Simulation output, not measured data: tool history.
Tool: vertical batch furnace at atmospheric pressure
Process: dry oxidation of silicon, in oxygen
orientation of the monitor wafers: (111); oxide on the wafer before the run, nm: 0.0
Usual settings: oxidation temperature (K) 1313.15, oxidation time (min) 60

run,hour,oxidation temperature (K),oxidation time (min),wafers since the last listed run,hours since the last temperature calibration,hours since the boat lift was adjusted,hours since the gauge calibration,"read-back reference wafer on the same gauge, thickness",oxide thickness on the monitor wafer (nm)
1,0,1303.15,60,0,1288.3,3180.3,215.3,86.01,76.49
2,64,1303.15,60,1216,1352.3,3244.3,279.3,85.99,77.17
3,115.5,1313.15,60,979,1403.8,3295.8,330.8,85.98,81.91
4,170.1,1313.15,60,1037,1458.4,3350.4,385.4,86,81.93
5,201.1,1297.15,36.5,589,1489.4,3381.4,416.4,86,53.55
6,240.5,1297.15,36.5,748,1528.8,3420.8,455.8,86.05,53.95
7,283.6,1313.15,60,819,1571.9,3463.9,498.9,86.01,82.73
8,344.4,1313.15,60,1155,1632.7,3524.7,559.7,86,82.56
9,377.8,1313.15,60,634,1666.1,3558.1,593.1,85.95,82.1
10,446.8,1318.15,72,1311,1735.1,3627.1,662.1,85.99,95.28
11,492.6,1318.15,72,870,1780.9,3672.9,707.9,85.95,95.18
# hour 550.9: gauge calibrated
# hour 552.4: boat lift adjusted
# hour 576.5: thermocouples replaced and temperature profile calibrated
12,577,1318.15,72,691,0.5,24.6,26.1,86.01,97.68
13,581.3,1336.15,36,81,4.8,28.9,30.4,86.06,69.48
14,630.6,1326.15,76,937,54.1,78.2,79.7,86,105.16
15,659.3,1334.15,60,545,82.8,106.9,108.4,86,95.43
16,722.9,1305.15,46,1209,146.4,170.5,172,86.05,67.27
17,750.6,1297.15,60,526,174.1,198.2,199.7,85.99,76.48
18,819.6,1299.15,60,1311,243.1,267.2,268.7,85.96,77.24
# hour 867.1: thermocouples replaced and temperature profile calibrated, repeated, since the last time left the tool worse
19,867.6,1313.15,60,456,0.5,315.2,316.7,85.98,80.74
20,898.6,1323.15,60,589,31.5,346.2,347.7,85.99,85.63
21,964.9,1313.15,60,1260,97.8,412.5,414,85.99,81.13
22,1026.2,1313.15,60,1165,159.1,473.8,475.3,85.96,81.43
23,1064.2,1332.15,51,722,197.1,511.8,513.3,86.01,82.18
24,1115.3,1313.15,60,971,248.2,562.9,564.4,85.99,80.82
25,1168,1300.15,69,1001,300.9,615.6,617.1,85.96,81.89

4 ways to go on from here, each from the tool as it stands after run 25. What would each give?
A,1172.4,1335.15,60,83,305.3,620,621.5,?,?
B,1172.4,1295.15,30.5,83,305.3,620,621.5,?,?
C,1172.4,1313.15,46.5,83,305.3,620,621.5,?,?
D,1172.4,1292.15,45.5,83,305.3,620,621.5,?,?

run,"read-back reference wafer on the same gauge, thickness",oxide thickness on the monitor wafer (nm)
A,85.96,92.48
B,85.96,46.71
C,85.96,68.94
D,85.96,59.44
Without the tool's hidden state the same runs would have given:
run,oxide thickness on the monitor wafer (nm)
A,92.23
B,46.56
C,68.75
D,59.25

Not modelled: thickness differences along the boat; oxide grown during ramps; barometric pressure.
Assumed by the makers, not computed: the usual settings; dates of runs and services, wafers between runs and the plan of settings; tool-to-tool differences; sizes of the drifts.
